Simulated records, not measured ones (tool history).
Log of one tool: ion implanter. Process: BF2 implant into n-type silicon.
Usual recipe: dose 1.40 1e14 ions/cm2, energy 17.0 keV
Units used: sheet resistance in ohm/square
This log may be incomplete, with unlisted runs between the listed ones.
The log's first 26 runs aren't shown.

run     day  dose  energy  wafers since the last listed run  hours since the last dose calibration  hours since the extraction supply was calibrated  hours since the gauge calibration  read-back reference wafer on the same gauge, sheet resistance  sheet resistance
 27  15.975  1.17    13.5                               204                                   89.6                                             169.4                              165.4                                                         593.70            845.44
 28  16.292  1.11    19.5                               108                                   97.2                                             177.0                              173.0                                                         594.10            839.26
 29  16.842  0.98    21.5                               188                                  110.4                                             190.2                              186.2                                                         593.97            922.08
 30  17.217  1.12    14.5                               128                                  119.4                                             199.2                              195.2                                                         593.74            870.45
 31  17.812  1.76    13.0                               204                                  133.7                                             213.5                              209.5                                                         593.88            593.26
 32  18.125  1.01    22.0                               107                                  141.2                                             221.0                              217.0                                                         594.38            897.60
 33  18.854  1.20    12.0                               250                                  158.7                                             238.5                              234.5                                                         594.19            841.44
 34  19.446  1.40    13.0                               203                                  172.9                                             252.7                              248.7                                                         594.24            725.54
     20.171  -- gauge calibrated
 35  20.188  1.76    14.0                               254                                  190.7                                             270.5                                0.4                                                         594.12            589.91
 36  20.612  1.75    13.5                               145                                  200.9                                             280.7                               10.6                                                         594.22            594.42
 37  20.938  1.24    19.5                               111                                  208.7                                             288.5                               18.4                                                         593.87            768.53
 38  21.233  1.26    20.0                               101                                  215.8                                             295.6                               25.5                                                         593.98            756.00

Each row is a separate what-if for the run after 38, all from the same tool condition, not one after another. Results?
  A  21.250  1.40    17.0                                 5                                  216.2                                             296.0                               25.9                                                              ?                 ?
  B  21.250  1.78    22.5                                 5                                  216.2                                             296.0                               25.9                                                              ?                 ?
  C  21.250  1.79    22.0                                 5                                  216.2                                             296.0                               25.9                                                              ?                 ?

run  read-back reference wafer on the same gauge, sheet resistance  sheet resistance
  A                                                         594.10            704.04
  B                                                         594.10            556.78
  C                                                         594.10            555.44
With the hidden condition removed and each run's random variation left untouched, the same runs would have given:
run  sheet resistance
  A            701.88
  B            555.09
  C            553.75
